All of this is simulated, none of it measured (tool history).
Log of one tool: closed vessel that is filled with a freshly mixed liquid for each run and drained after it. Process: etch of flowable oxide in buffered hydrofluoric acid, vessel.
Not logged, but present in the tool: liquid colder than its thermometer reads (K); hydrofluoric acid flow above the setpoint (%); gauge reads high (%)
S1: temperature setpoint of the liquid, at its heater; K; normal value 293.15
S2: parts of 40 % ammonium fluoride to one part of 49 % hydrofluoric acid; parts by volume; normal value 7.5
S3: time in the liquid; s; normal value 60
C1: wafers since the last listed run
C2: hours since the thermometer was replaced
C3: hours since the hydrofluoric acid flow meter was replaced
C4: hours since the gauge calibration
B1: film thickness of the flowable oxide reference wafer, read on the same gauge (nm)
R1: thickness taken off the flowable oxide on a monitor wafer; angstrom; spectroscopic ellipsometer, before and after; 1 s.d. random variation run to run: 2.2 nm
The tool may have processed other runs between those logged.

Run 1, hour 0.0: usual settings; C1 0; C2 1456.3; C3 443.3; C4 564.8; B1 39.98. Result: R1 3209.6 angstrom.
Run 2, hour 24.1: usual settings; C1 2327; C2 1480.4; C3 467.4; C4 588.9; B1 39.99. Result: R1 3237.9 angstrom.
Run 3, hour 95.9: usual settings; C1 6935; C2 1552.2; C3 539.2; C4 660.7; B1 40.02. Result: R1 3237.8 angstrom.
Run 4, hour 154.4: usual settings but S1 294.15 K; C1 5650; C2 1610.7; C3 597.7; C4 719.2; B1 39.99. Result: R1 3445.7 angstrom.
Run 5, hour 182.8: usual settings; C1 2743; C2 1639.1; C3 626.1; C4 747.6; B1 40.03. Result: R1 3236.5 angstrom.
Run 6, hour 250.3: usual settings; C1 6519; C2 1706.6; C3 693.6; C4 815.1; B1 39.97. Result: R1 3232.8 angstrom.
Run 7, hour 276.0: usual settings but S3 50 s; C1 2482; C2 1732.3; C3 719.3; C4 840.8; B1 40.03. Result: R1 2698.6 angstrom.
Run 8, hour 337.1: usual settings but S1 295.65 K; C1 5901; C2 1793.4; C3 780.4; C4 901.9; B1 40.04. Result: R1 3790.7 angstrom.
Run 9, hour 408.8: usual settings but S1 295.65 K; C1 6925; C2 1865.1; C3 852.1; C4 973.6; B1 39.99. Result: R1 3739.2 angstrom.
Run 10, hour 462.1: usual settings but S1 295.65 K; C1 5148; C2 1918.4; C3 905.4; C4 1026.9; B1 40.00. Result: R1 3743.7 angstrom.
Run 11, hour 510.8: usual settings; C1 4703; C2 1967.1; C3 954.1; C4 1075.6; B1 40.00. Result: R1 3239.8 angstrom.
Run 12, hour 580.5: usual settings; C1 6732; C2 2036.8; C3 1023.8; C4 1145.3; B1 39.99. Result: R1 3283.9 angstrom.
Run 13, hour 643.9: usual settings but S3 75 s; C1 6123; C2 2100.2; C3 1087.2; C4 1208.7; B1 40.00. Result: R1 4055.4 angstrom.
At hour 692.3: gauge calibrated.
Run 14, hour 698.7: usual settings but S3 75 s; C1 5293; C2 2155.0; C3 1142.0; C4 6.4; B1 39.96. Result: R1 4125.6 angstrom.
At hour 736.3: thermometer replaced.
Run 15, hour 762.2: usual settings but S2 5.5 parts by volume; C1 6036; C2 25.9; C3 1205.5; C4 69.9; B1 39.99. Result: R1 4683.7 angstrom.
Run 16, hour 820.8: usual settings but S1 290.15 K, S3 85 s; C1 5660; C2 84.5; C3 1264.1; C4 128.5; B1 40.02. Result: R1 4297.3 angstrom.
Run 17, hour 881.4: usual settings but S1 290.15 K, S2 5.5 parts by volume, S3 30 s; C1 5853; C2 145.1; C3 1324.7; C4 189.1; B1 40.06. Result: R1 1972.4 angstrom.
Run 18, hour 905.5: usual settings but S2 6.0 parts by volume, S3 30 s; C1 2327; C2 169.2; C3 1348.8; C4 213.2; B1 40.00. Result: R1 2184.9 angstrom.
Run 19, hour 935.8: usual settings; C1 2926; C2 199.5; C3 1379.1; C4 243.5; B1 40.02. Result: R1 3550.8 angstrom.
Run 20, hour 986.3: usual settings but S1 290.15 K, S3 30 s; C1 4877; C2 250.0; C3 1429.6; C4 294.0; B1 39.96. Result: R1 1518.0 angstrom.
At hour 1003.2: hydrofluoric acid flow meter replaced.
Run 21, hour 1045.5: usual settings but S3 30 s; C1 5621; C2 309.2; C3 42.3; C4 353.2; B1 40.01. Result: R1 1649.7 angstrom.
Run 22, hour 1148.2: usual settings; C1 9919; C2 411.9; C3 145.0; C4 455.9; B1 40.02. Result: R1 3302.3 angstrom.
Run 23, hour 1177.2: usual settings but S1 290.15 K, S2 5.0 parts by volume, S3 40 s; C1 2801; C2 440.9; C3 174.0; C4 484.9; B1 40.00. Result: R1 2697.0 angstrom.
Run 24, hour 1217.1: usual settings but S2 6.5 parts by volume, S3 30 s; C1 3853; C2 480.8; C3 213.9; C4 524.8; B1 39.97. Result: R1 1889.0 angstrom.
Run 25, hour 1286.1: usual settings but S1 295.15 K, S2 8.5 parts by volume, S3 35 s; C1 6664; C2 549.8; C3 282.9; C4 593.8; B1 40.03. Result: R1 1883.6 angstrom.
Run 26, hour 1312.4: usual settings but S1 296.65 K, S2 9.0 parts by volume, S3 45 s; C1 2540; C2 576.1; C3 309.2; C4 620.1; B1 40.04. Result: R1 2465.3 angstrom.
Run 27, hour 1345.9: usual settings; C1 3235; C2 609.6; C3 342.7; C4 653.6; B1 39.99. Result: R1 3362.5 angstrom.
Run 28, hour 1377.8: usual settings but S2 6.0 parts by volume; C1 3081; C2 641.5; C3 374.6; C4 685.5; B1 39.97. Result: R1 4070.2 angstrom.
Run 29, hour 1521.7: usual settings; C1 13899; C2 785.4; C3 518.5; C4 829.4; B1 40.01. Result: R1 3351.2 angstrom.

Branching from run 29: 3 alternative next runs. What would each branch give?
Run A, hour 1522.4: usual settings but S1 290.15 K; C1 67; C2 786.1; C3 519.2; C4 830.1; B1 ?. Result: R1 ?.
Run B, hour 1522.4: usual settings but S1 290.15 K, S2 9.5 parts by volume, S3 30 s; C1 67; C2 786.1; C3 519.2; C4 830.1; B1 ?. Result: R1 ?.
Run C, hour 1522.4: usual settings but S1 296.15 K, S2 9.5 parts by volume, S3 75 s; C1 67; C2 786.1; C3 519.2; C4 830.1; B1 ?. Result: R1 ?.

run     B1      R1
  A  39.98  2805.1
  B  39.98  1094.3
  C  39.98  3834.5
What these runs would have given with no unlogged condition in the tool:
run      R1
  A  2820.8
  B  1118.6
  C  3912.7
